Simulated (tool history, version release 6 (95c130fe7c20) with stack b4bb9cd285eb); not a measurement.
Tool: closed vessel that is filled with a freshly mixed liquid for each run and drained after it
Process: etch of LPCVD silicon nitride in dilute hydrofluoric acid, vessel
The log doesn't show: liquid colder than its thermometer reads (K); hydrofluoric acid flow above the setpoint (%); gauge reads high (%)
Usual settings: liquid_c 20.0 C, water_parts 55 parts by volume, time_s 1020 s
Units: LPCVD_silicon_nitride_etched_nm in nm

run   hour  liquid_c  water_parts  time_s  wafers since the last listed run  hours since the thermometer was replaced  hours since the hydrofluoric acid flow meter was replaced  hours since the gauge calibration  read-back film thickness of the LPCVD silicon nitride reference wafer, read on the same gauge (nm)  LPCVD_silicon_nitride_etched_nm
  1    0.0      20.0           55    1380                                 0                                    1079.4                                                      554.5                              631.1                                                                                               90.03                             6.65
  2   14.4      20.0           55    1380                              1026                                    1093.8                                                      568.9                              645.5                                                                                               89.99                             6.49
  3   50.2      20.0           55    1380                              2550                                    1129.6                                                      604.7                              681.3                                                                                               89.98                             6.55
  4   67.9      20.0           55    1020                              1261                                    1147.3                                                      622.4                              699.0                                                                                               90.00                             4.81
  5  102.4      20.0           55    1020                              2458                                    1181.8                                                      656.9                              733.5                                                                                               89.98                             4.90
  6  116.7      20.0           55    1020                              1018                                    1196.1                                                      671.2                              747.8                                                                                               90.01                             4.83
     123.2  -- thermometer replaced
     140.2  -- hydrofluoric acid flow meter replaced
  7  150.0      20.0           55    1020                              2230                                      26.8                                                        9.8                              781.1                                                                                               89.96                             5.41
  8  181.7      20.0           55    1020                              2258                                      58.5                                                       41.5                              812.8                                                                                               89.97                             5.35
  9  209.0      20.0           55    1020                              1945                                      85.8                                                       68.8                              840.1                                                                                               90.01                             5.33
 10  227.5      20.0           55    1020                              1318                                     104.3                                                       87.3                              858.6                                                                                               90.03                             5.33
     237.4  -- gauge calibrated
 11  252.4      20.0           55    1020                              1774                                     129.2                                                      112.2                               15.0                                                                                               89.99                             5.24
 12  265.9      17.0           55     620                               961                                     142.7                                                      125.7                               28.5                                                                                               90.03                             2.63
 13  296.8      24.5           55    1020                              2201                                     173.6                                                      156.6                               59.4                                                                                               90.02                             7.28
 14  319.4      18.5           45    1265                              1610                                     196.2                                                      179.2                               82.0                                                                                               90.05                             7.19
 15  347.5      20.0           55    1020                              2002                                     224.3                                                      207.3                              110.1                                                                                               90.00                             5.33
 16  360.7      20.0           55    1020                               940                                     237.5                                                      220.5                              123.3                                                                                               90.03                             5.29
 17  385.7      20.0           55     475                              1781                                     262.5                                                      245.5                              148.3                                                                                               89.98                             2.46
 18  408.4      20.0           80    1020                              1617                                     285.2                                                      268.2                              171.0                                                                                               90.02                             3.64
 19  430.9      17.0           80    1020                              1603                                     307.7                                                      290.7                              193.5                                                                                               89.97                             2.96
 20  465.5      20.0           30    1390                              2465                                     342.3                                                      325.3                              228.1                                                                                               89.98                            12.79
 21  480.8      20.0           70    1020                              1090                                     357.6                                                      340.6                              243.4                                                                                               89.99                             4.17
 22  494.1      20.0           65    1395                               947                                     370.9                                                      353.9                              256.7                                                                                               89.97                             6.11
 23  516.8      20.0           55    1020                              1617                                     393.6                                                      376.6                              279.4                                                                                               90.05                             5.22
 24  540.7      17.5           70    1395                              1702                                     417.5                                                      400.5                              303.3                                                                                               90.00                             4.73
 25  574.0      20.0           40    1020                              2372                                     450.8                                                      433.8                              336.6                                                                                               89.98                             6.97
 26  592.1      20.0           55    1020                              1289                                     468.9                                                      451.9                              354.7                                                                                               89.94                             5.16
 27  626.6      20.0           55     445                              2458                                     503.4                                                      486.4                              389.2                                                                                               90.00                             2.23
 28  643.7      17.5           65     445                              1218                                     520.5                                                      503.5                              406.3                                                                                               89.99                             1.61
 29  658.4      20.0           80     700                              1047                                     535.2                                                      518.2                              421.0                                                                                               90.01                             2.45
 30  680.6      18.5           30    1020                              1581                                     557.4                                                      540.4                              443.2                                                                                               90.02                             8.23
     682.0  -- hydrofluoric acid flow meter replaced
 31  706.4      23.0           55    1020                              1767                                     583.2                                                       24.4                              469.0                                                                                               90.02                             6.24
 32  731.1      18.5           75    1020                              1759                                     607.9                                                       49.1                              493.7                                                                                               90.02                             3.45
 33  744.1      20.0           70     590                               926                                     620.9                                                       62.1                              506.7                                                                                               90.02                             2.33

Forecast each of these 3 alternatives for the next run:
  A  745.0      20.0           45    1020                                64                                     621.8                                                       63.0                              507.6                                                                                                   ?                                ?
  B  745.0      17.5           80     470                                64                                     621.8                                                       63.0                              507.6                                                                                                   ?                                ?
  C  745.0      20.0           30    1020                                64                                     621.8                                                       63.0                              507.6                                                                                                   ?                                ?

run  read-back film thickness of the LPCVD silicon nitride reference wafer, read on the same gauge (nm)  LPCVD_silicon_nitride_etched_nm
  A                                                                                               90.02                             6.14
  B                                                                                               90.02                             1.36
  C                                                                                               90.02                             9.08
Without the tool's hidden state the same runs would have given:
run  LPCVD_silicon_nitride_etched_nm
  A                             6.53
  B                             1.44
  C                             9.66
